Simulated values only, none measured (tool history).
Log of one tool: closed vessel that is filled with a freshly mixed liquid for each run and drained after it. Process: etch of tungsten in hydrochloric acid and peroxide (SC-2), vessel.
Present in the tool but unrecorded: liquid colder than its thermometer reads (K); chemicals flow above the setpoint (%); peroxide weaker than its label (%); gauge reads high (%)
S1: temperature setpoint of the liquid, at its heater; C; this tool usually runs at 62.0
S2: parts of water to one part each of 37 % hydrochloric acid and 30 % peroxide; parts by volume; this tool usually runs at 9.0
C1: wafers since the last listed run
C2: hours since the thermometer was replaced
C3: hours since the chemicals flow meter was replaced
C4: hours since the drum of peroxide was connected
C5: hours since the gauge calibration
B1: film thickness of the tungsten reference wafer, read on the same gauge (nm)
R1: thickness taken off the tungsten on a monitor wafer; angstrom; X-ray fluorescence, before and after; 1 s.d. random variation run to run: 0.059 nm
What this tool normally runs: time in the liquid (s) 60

Run 1, day 0.000: usual settings; C1 0; C2 334.6; C3 1137.6; C4 739.1; C5 1735.9; B1 119.98. Result: R1 178.5 angstrom.
Run 2, day 2.704: usual settings; C1 6085; C2 399.5; C3 1202.5; C4 804.0; C5 1800.8; B1 120.05. Result: R1 177.1 angstrom.
Run 3, day 3.912: usual settings; C1 2719; C2 428.5; C3 1231.5; C4 833.0; C5 1829.8; B1 119.98. Result: R1 177.4 angstrom.
At day 6.450: thermometer replaced.
Run 4, day 6.500: usual settings; C1 5729; C2 1.2; C3 1293.6; C4 895.1; C5 1891.9; B1 119.94. Result: R1 175.5 angstrom.
At day 7.967: gauge calibrated.
Run 5, day 9.008: usual settings; C1 5644; C2 61.4; C3 1353.8; C4 955.3; C5 25.0; B1 120.00. Result: R1 177.4 angstrom.
Run 6, day 10.938: usual settings; C1 4341; C2 107.7; C3 1400.1; C4 1001.6; C5 71.3; B1 120.01. Result: R1 175.1 angstrom.
At day 12.658: new drum of peroxide connected.
Run 7, day 13.658: usual settings; C1 6029; C2 173.0; C3 1465.4; C4 24.0; C5 136.6; B1 120.04. Result: R1 183.0 angstrom.
Run 8, day 15.608: usual settings but S1 54.0 C; C1 4388; C2 219.8; C3 1512.2; C4 70.8; C5 183.4; B1 119.96. Result: R1 109.7 angstrom.
Run 9, day 16.808: usual settings; C1 2700; C2 248.6; C3 1541.0; C4 99.6; C5 212.2; B1 120.01. Result: R1 181.0 angstrom.
Run 10, day 19.175: usual settings but S1 56.0 C, time in the liquid (s) 75; C1 5326; C2 305.4; C3 1597.8; C4 156.4; C5 269.0; B1 120.00. Result: R1 155.4 angstrom.
Run 11, day 22.088: usual settings but S1 58.5 C; C1 6554; C2 375.3; C3 1667.7; C4 226.3; C5 338.9; B1 120.00. Result: R1 145.6 angstrom.
Run 12, day 24.767: usual settings but S1 69.5 C, time in the liquid (s) 50; C1 6029; C2 439.6; C3 1732.0; C4 290.6; C5 403.2; B1 120.03. Result: R1 236.8 angstrom.
Run 13, day 25.817: usual settings but time in the liquid (s) 70; C1 2362; C2 464.8; C3 1757.2; C4 315.8; C5 428.4; B1 119.99. Result: R1 209.3 angstrom.
Run 14, day 28.038: usual settings but S2 10.5 parts by volume; C1 4997; C2 518.1; C3 1810.5; C4 369.1; C5 481.7; B1 120.07. Result: R1 157.2 angstrom.
At day 29.729: thermometer replaced.
Run 15, day 31.975: usual settings; C1 8767; C2 53.9; C3 1905.0; C4 463.6; C5 576.2; B1 120.04. Result: R1 178.4 angstrom.
Run 16, day 34.092: usual settings but time in the liquid (s) 75; C1 4763; C2 104.7; C3 1955.8; C4 514.4; C5 627.0; B1 120.02. Result: R1 224.0 angstrom.
Run 17, day 35.954: usual settings but time in the liquid (s) 90; C1 4191; C2 149.4; C3 2000.5; C4 559.1; C5 671.7; B1 119.97. Result: R1 268.6 angstrom.
Run 18, day 38.083: usual settings but S1 65.0 C, S2 7.0 parts by volume, time in the liquid (s) 50; C1 4791; C2 200.5; C3 2051.6; C4 610.2; C5 722.8; B1 120.01. Result: R1 218.7 angstrom.
At day 39.250: chemicals flow meter replaced.
Run 19, day 39.421: usual settings but S1 55.0 C, time in the liquid (s) 50; C1 2916; C2 232.6; C3 4.1; C4 642.3; C5 754.9; B1 119.98. Result: R1 95.2 angstrom.
Run 20, day 40.700: usual settings but S2 11.0 parts by volume; C1 2878; C2 263.3; C3 34.8; C4 673.0; C5 785.6; B1 119.99. Result: R1 149.8 angstrom.
Run 21, day 42.879: usual settings; C1 4904; C2 315.6; C3 87.1; C4 725.3; C5 837.9; B1 120.00. Result: R1 176.5 angstrom.
Run 22, day 44.279: usual settings but S1 58.5 C, time in the liquid (s) 75; C1 3150; C2 349.2; C3 120.7; C4 758.9; C5 871.5; B1 120.01. Result: R1 178.1 angstrom.
Run 23, day 46.688: usual settings but S2 13.0 parts by volume; C1 5419; C2 407.0; C3 178.5; C4 816.7; C5 929.3; B1 120.02. Result: R1 128.9 angstrom.
At day 50.212: new drum of peroxide connected.
Run 24, day 54.371: usual settings but time in the liquid (s) 85; C1 17197; C2 591.4; C3 362.9; C4 99.8; C5 1113.7; B1 119.99. Result: R1 259.7 angstrom.
At day 55.825: thermometer replaced.
Run 25, day 57.333: usual settings but S1 53.0 C, S2 8.0 parts by volume, time in the liquid (s) 35; C1 6573; C2 36.2; C3 434.0; C4 170.9; C5 1184.8; B1 120.03. Result: R1 65.8 angstrom.
Run 26, day 59.321: usual settings; C1 4472; C2 83.9; C3 481.7; C4 218.6; C5 1232.5; B1 120.00. Result: R1 182.1 angstrom.

Predict the results of run 27:
Run 27, day 61.208: usual settings but time in the liquid (s) 70; C1 4247; C2 129.2; C3 527.0; C4 263.9; C5 1277.8; B1 ?. Result: R1 ?.

Logged for run 27: B1 120.03, R1 212.1 angstrom.
Had the tool carried no hidden state, the very same run would have given R1 214.9 angstrom.

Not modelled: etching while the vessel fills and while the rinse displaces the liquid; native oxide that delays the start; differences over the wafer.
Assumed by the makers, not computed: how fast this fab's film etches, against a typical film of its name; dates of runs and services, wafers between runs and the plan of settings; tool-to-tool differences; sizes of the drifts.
